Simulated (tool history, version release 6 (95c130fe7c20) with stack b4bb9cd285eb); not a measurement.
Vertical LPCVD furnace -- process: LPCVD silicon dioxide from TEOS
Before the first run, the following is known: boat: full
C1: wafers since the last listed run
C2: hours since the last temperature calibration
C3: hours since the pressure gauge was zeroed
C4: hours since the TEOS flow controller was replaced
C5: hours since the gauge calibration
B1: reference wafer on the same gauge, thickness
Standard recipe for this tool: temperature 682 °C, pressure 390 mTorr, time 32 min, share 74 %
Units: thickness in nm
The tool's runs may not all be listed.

run 1 hour=0 | temperature=682 pressure=390 time=32 share=74 | C1=0 C2=682.3 C3=1257.3 C4=2029.3 C5=2214.3 | B1=165.39 | thickness=173.8
run 2 hour=41.4 | temperature=682 pressure=390 time=32 share=74 | C1=483 C2=723.7 C3=1298.7 C4=2070.7 C5=2255.7 | B1=164.98 | thickness=174.73
run 3 hour=148.6 | temperature=682 pressure=390 time=32 share=74 | C1=1251 C2=830.9 C3=1405.9 C4=2177.9 C5=2362.9 | B1=164.84 | thickness=172.2
run 4 hour=243.4 | temperature=682 pressure=390 time=32 share=74 | C1=1106 C2=925.7 C3=1500.7 C4=2272.7 C5=2457.7 | B1=164.84 | thickness=175.31
run 5 hour=335.8 | temperature=682 pressure=390 time=32 share=74 | C1=1078 C2=1018.1 C3=1593.1 C4=2365.1 C5=2550.1 | B1=164.3 | thickness=175.31
run 6 hour=615.1 | temperature=682 pressure=350 time=32 share=85 | C1=3260 C2=1297.4 C3=1872.4 C4=2644.4 C5=2829.4 | B1=164 | thickness=176.31
run 7 hour=671 | temperature=682 pressure=390 time=37 share=74 | C1=652 C2=1353.3 C3=1928.3 C4=2700.3 C5=2885.3 | B1=164.27 | thickness=200.57
run 8 hour=771.8 | temperature=682 pressure=390 time=32 share=74 | C1=1176 C2=1454.1 C3=2029.1 C4=2801.1 C5=2986.1 | B1=164.25 | thickness=173.93
run 9 hour=810.8 | temperature=674 pressure=435 time=32 share=74 | C1=455 C2=1493.1 C3=2068.1 C4=2840.1 C5=3025.1 | B1=164.46 | thickness=152.23
run 10 hour=887.7 | temperature=672 pressure=390 time=32 share=69 | C1=897 C2=1570 C3=2145 C4=2917 C5=3102 | B1=164.21 | thickness=131.81
run 11 hour=941.4 | temperature=682 pressure=390 time=32 share=74 | C1=626 C2=1623.7 C3=2198.7 C4=2970.7 C5=3155.7 | B1=164.58 | thickness=171.21
run 12 hour=1016 | temperature=682 pressure=355 time=27.5 share=84 | C1=870 C2=1698.3 C3=2273.3 C4=3045.3 C5=3230.3 | B1=164.06 | thickness=151.66
run 13 hour=1318 | temperature=682 pressure=390 time=32 share=74 | C1=3525 C2=2000.3 C3=2575.3 C4=3347.3 C5=3532.3 | B1=163.66 | thickness=173.01
-- hour=1470.4 pressure gauge zeroed
-- hour=1491 gauge calibrated
-- hour=1543 thermocouples replaced and temperature profile calibrated
run 14 hour=1543.5 | temperature=686 pressure=325 time=27.5 share=85 | C1=2071 C2=0.5 C3=73.1 C4=3572.8 C5=52.5 | B1=175.17 | thickness=170.88
run 15 hour=1573.3 | temperature=682 pressure=390 time=32 share=74 | C1=347 C2=30.3 C3=102.9 C4=3602.6 C5=82.3 | B1=175.26 | thickness=186.17
run 16 hour=1669.9 | temperature=682 pressure=300 time=25 share=74 | C1=1127 C2=126.9 C3=199.5 C4=3699.2 C5=178.9 | B1=174.23 | thickness=126.71
run 17 hour=1771.6 | temperature=682 pressure=390 time=39 share=80 | C1=1187 C2=228.6 C3=301.2 C4=3800.9 C5=280.6 | B1=173.46 | thickness=231.92
run 18 hour=1876.9 | temperature=690 pressure=360 time=41.5 share=69 | C1=1229 C2=333.9 C3=406.5 C4=3906.2 C5=385.9 | B1=172.74 | thickness=267.56
run 19 hour=1917.8 | temperature=677 pressure=345 time=25 share=70 | C1=477 C2=374.8 C3=447.4 C4=3947.1 C5=426.8 | B1=172.24 | thickness=116.08
-- hour=1974.8 TEOS flow controller replaced
run 20 hour=1981.4 | temperature=682 pressure=300 time=32 share=74 | C1=462 C2=438.4 C3=511 C4=6.6 C5=490.4 | B1=172.29 | thickness=158.59
run 21 hour=2076.7 | temperature=682 pressure=475 time=22 share=74 | C1=1112 C2=533.7 C3=606.3 C4=101.9 C5=585.7 | B1=171.23 | thickness=137.15
run 22 hour=2153.5 | temperature=682 pressure=390 time=32 share=74 | C1=896 C2=610.5 C3=683.1 C4=178.7 C5=662.5 | B1=171.56 | thickness=180.6
run 23 hour=2238.7 | temperature=682 pressure=390 time=32 share=67 | C1=994 C2=695.7 C3=768.3 C4=263.9 C5=747.7 | B1=170.77 | thickness=172.35
run 24 hour=2326 | temperature=682 pressure=390 time=32 share=74 | C1=1018 C2=783 C3=855.6 C4=351.2 C5=835 | B1=169.73 | thickness=181.48
run 25 hour=2386.5 | temperature=682 pressure=340 time=32 share=82 | C1=706 C2=843.5 C3=916.1 C4=411.7 C5=895.5 | B1=169.67 | thickness=176.56
run 26 hour=2442 | temperature=692 pressure=390 time=21.5 share=74 | C1=647 C2=899 C3=971.6 C4=467.2 C5=951 | B1=169.96 | thickness=153.73
run 27 hour=2546.1 | temperature=682 pressure=300 time=32 share=74 | C1=1215 C2=1003.1 C3=1075.7 C4=571.3 C5=1055.1 | B1=169.08 | thickness=156.38
run 28 hour=2604.6 | temperature=682 pressure=340 time=32 share=74 | C1=682 C2=1061.6 C3=1134.2 C4=629.8 C5=1113.6 | B1=169.15 | thickness=166.09
run 29 hour=2682.7 | temperature=689 pressure=390 time=32 share=74 | C1=911 C2=1139.7 C3=1212.3 C4=707.9 C5=1191.7 | B1=168.6 | thickness=212.39
run 30 hour=2744.2 | temperature=677 pressure=390 time=20.5 share=74 | C1=717 C2=1201.2 C3=1273.8 C4=769.4 C5=1253.2 | B1=168.47 | thickness=101.46
run 31 hour=2817.3 | temperature=682 pressure=390 time=32 share=74 | C1=853 C2=1274.3 C3=1346.9 C4=842.5 C5=1326.3 | B1=168.41 | thickness=177.22
run 32 hour=2903.3 | temperature=682 pressure=330 time=32 share=87 | C1=1003 C2=1360.3 C3=1432.9 C4=928.5 C5=1412.3 | B1=168.64 | thickness=175.81

Some steps in thickness between neighbouring runs. How much of each would the tool show without its hidden state too (settings, what came in, random variation), and how much is left for the hidden state, with any gauge scatter that isn't in both results?
The hidden state here: true tube temperature minus thermocouple reading, K; true pressure minus gauge reading, mTorr; deviation of the TEOS flow from its setpoint, %; gauge reads high (%).
Run 13 -> 14: temperature 682 -> 686, pressure 390 -> 325, time 32 -> 27.5, share 74 -> 85, pressure gauge zeroed, gauge calibrated, thermocouples replaced and temperature profile calibrated. thickness -2.13 nm: hidden state +11.94, all else -14.07.
Run 16 -> 17: pressure 300 -> 390, time 25 -> 39, share 74 -> 80. thickness +105.21 nm: hidden state -0.87, all else +106.08.
Run 18 -> 19: temperature 690 -> 677, pressure 360 -> 345, time 41.5 -> 25, share 69 -> 70. thickness -151.48 nm: hidden state +0.91, all else -152.39.
Run 29 -> 30: temperature 689 -> 677, time 32 -> 20.5. thickness -110.93 nm: hidden state +3.24, all else -114.17.
Run 30 -> 31: temperature 677 -> 682, time 20.5 -> 32. thickness +75.76 nm: hidden state -2.63, all else +78.39.
